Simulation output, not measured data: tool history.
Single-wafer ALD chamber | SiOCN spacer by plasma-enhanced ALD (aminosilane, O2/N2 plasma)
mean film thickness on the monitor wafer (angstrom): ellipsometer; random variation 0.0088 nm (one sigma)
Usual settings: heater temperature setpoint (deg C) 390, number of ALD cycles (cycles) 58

run     day  heater temperature setpoint (deg C)  number of ALD cycles (cycles)  read-back reference wafer on the same gauge, thickness_nm  mean film thickness on the monitor wafer (angstrom)
  1       0                                  401                             58                                                      2.929                                                34.98
  2   1.917                                  401                             58                                                      2.932                                                   35
  3   3.917                                  401                             58                                                       2.93                                                   35
  4   7.346                                  390                             58                                                       2.93                                                35.05
  5   9.204                                  390                             58                                                      2.931                                                35.21
  6  11.312                                  390                             58                                                      2.931                                                35.04
  7  14.458                                  390                             58                                                      2.933                                                35.16
  8  16.771                                  381                             64                                                      2.925                                                38.74
  9  19.912                                  390                             58                                                      2.934                                                35.15
 10  22.296                                  390                             58                                                      2.932                                                34.99
 11  24.754                                  395                             63                                                      2.931                                                38.25
 12  26.942                                  395                             63                                                      2.929                                                38.05
     27.662  -- gauge calibrated
 13  29.179                                  395                             63                                                       2.93                                                38.14
 14  33.488                                  400                             58                                                      2.931                                                35.04
 15  35.192                                  395                             63                                                      2.933                                                38.19
 16  39.283                                  395                             63                                                      2.931                                                38.33
      40.75  -- thermocouple changed; heater temperature recalibrated
 17  43.254                                  399                             52                                                      2.927                                                31.49
 18  47.071                                  379                             62                                                      2.925                                                37.49
 19  51.375                                  403                             51                                                      2.933                                                30.37
 20  53.842                                  390                             58                                                      2.931                                                35.05
 21  57.558                                  404                             58                                                      2.935                                                34.52
 22  61.246                                  390                             58                                                       2.93                                                35.17
 23  69.754                                  397                             50                                                      2.928                                                30.28
 24  72.683                                  399                             66                                                      2.928                                                   40
 25  76.338                                  390                             47                                                      2.929                                                28.51
 26  78.467                                  402                             61                                                      2.932                                                36.62
     79.204  -- gauge calibrated
 27  82.375                                  377                             49                                                       2.93                                                29.72

4 ways to go on from here, each from the tool as it stands after run 27. What would each give?
  A  82.396                                  390                             58                                                          ?                                                    ?
  B  82.396                                  405                             58                                                          ?                                                    ?
  C  82.396                                  398                             55                                                          ?                                                    ?
  D  82.396                                  380                             58                                                          ?                                                    ?

run  read-back reference wafer on the same gauge, thickness_nm  mean film thickness on the monitor wafer (angstrom)
  A                                                       2.93                                                35.01
  B                                                       2.93                                                34.37
  C                                                       2.93                                                 33.2
  D                                                       2.93                                                35.01
Without the tool's hidden state the same runs would have given:
run  mean film thickness on the monitor wafer (angstrom)
  A                                                35.01
  B                                                34.37
  C                                                 33.2
  D                                                35.01
